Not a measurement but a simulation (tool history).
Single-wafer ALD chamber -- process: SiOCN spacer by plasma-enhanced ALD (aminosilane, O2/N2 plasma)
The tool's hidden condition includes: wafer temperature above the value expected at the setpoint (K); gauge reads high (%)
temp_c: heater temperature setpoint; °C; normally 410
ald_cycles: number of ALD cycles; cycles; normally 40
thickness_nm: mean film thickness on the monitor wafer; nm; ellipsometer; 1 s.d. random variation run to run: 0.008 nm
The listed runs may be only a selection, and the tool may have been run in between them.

run    hour  temp_c  ald_cycles  wafers since the last listed run  hours since the last thermocouple change  hours since the gauge calibration  read-back reference wafer on the same gauge, thickness_nm  thickness_nm
  1     0.0     410          40                                 0                                     364.8                              457.4                                                      2.716         2.486
  2    50.7     410          40                               344                                     415.5                              508.1                                                      2.720         2.479
  3    90.2     410          40                               268                                     455.0                              547.6                                                      2.720         2.484
  4   192.7     410          40                               696                                     557.5                              650.1                                                      2.723         2.480
  5   241.4     410          40                               330                                     606.2                              698.8                                                      2.717         2.493
  6   317.9     400          40                               519                                     682.7                              775.3                                                      2.718         2.551
  7   415.0     410          40                               659                                     779.8                              872.4                                                      2.721         2.477
  8   469.5     410          40                               370                                     834.3                              926.9                                                      2.718         2.493
  9   529.8     410          40                               409                                     894.6                              987.2                                                      2.722         2.498
 10   603.9     410          40                               503                                     968.7                             1061.3                                                      2.719         2.501
 11   683.4     419          38                               540                                    1048.2                             1140.8                                                      2.722         2.311
 12   942.1     410          40                              1757                                    1306.9                             1399.5                                                      2.720         2.495
 13  1017.9     410          40                               515                                    1382.7                             1475.3                                                      2.722         2.500
 14  1123.0     410          44                               714                                    1487.8                             1580.4                                                      2.720         2.764
     1146.6  -- gauge calibrated
 15  1165.4     410          44                               288                                    1530.2                               18.8                                                      2.720         2.768
 16  1214.5     410          40                               333                                    1579.3                               67.9                                                      2.720         2.506
 17  1276.2     422          35                               419                                    1641.0                              129.6                                                      2.722         2.112
 18  1314.2     410          40                               258                                    1679.0                              167.6                                                      2.716         2.505
 19  1397.1     415          37                               563                                    1761.9                              250.5                                                      2.720         2.276
 20  1484.4     410          40                               593                                    1849.2                              337.8                                                      2.716         2.509
 21  1530.0     404          40                               309                                    1894.8                              383.4                                                      2.718         2.548
 22  1597.6     410          40                               459                                    1962.4                              451.0                                                      2.722         2.505
 23  1656.4     395          44                               399                                    2021.2                              509.8                                                      2.721         2.813
 24  1742.8     403          36                               587                                    2107.6                              596.2                                                      2.719         2.299
 25  1801.5     404          35                               398                                    2166.3                              654.9                                                      2.720         2.234
 26  1880.1     414          44                               534                                    2244.9                              733.5                                                      2.717         2.743
 27  1928.0     415          37                               325                                    2292.8                              781.4                                                      2.723         2.304
 28  1970.6     419          33                               289                                    2335.4                              824.0                                                      2.718         2.030
     2039.9  -- thermocouple changed; heater temperature recalibrated
 29  2074.6     421          36                               652                                      34.7                              928.0                                                      2.721         2.178
 30  2335.8     402          40                              1774                                     295.9                             1189.2                                                      2.723         2.552
 31  2422.1     410          40                               586                                     382.2                             1275.5                                                      2.722         2.481
 32  2522.4     401          35                               681                                     482.5                             1375.8                                                      2.723         2.234
 33  2582.4     410          42                               407                                     542.5                             1435.8                                                      2.719         2.611

Forecast each of these 5 alternatives for the next run:
  A  2582.9     415          40                                 3                                     543.0                             1436.3                                                          ?             ?
  B  2582.9     416          47                                 3                                     543.0                             1436.3                                                          ?             ?
  C  2582.9     397          46                                 3                                     543.0                             1436.3                                                          ?             ?
  D  2582.9     416          40                                 3                                     543.0                             1436.3                                                          ?             ?
  E  2582.9     417          40                                 3                                     543.0                             1436.3                                                          ?             ?

run  read-back reference wafer on the same gauge, thickness_nm  thickness_nm
  A                                                      2.718         2.452
  B                                                      2.718         2.873
  C                                                      2.718         2.929
  D                                                      2.718         2.445
  E                                                      2.718         2.439
The same runs, with their run-to-run variation unchanged, on a tool lacking any hidden condition would have given:
run  thickness_nm
  A         2.437
  B         2.856
  C         2.929
  D         2.431
  E         2.424
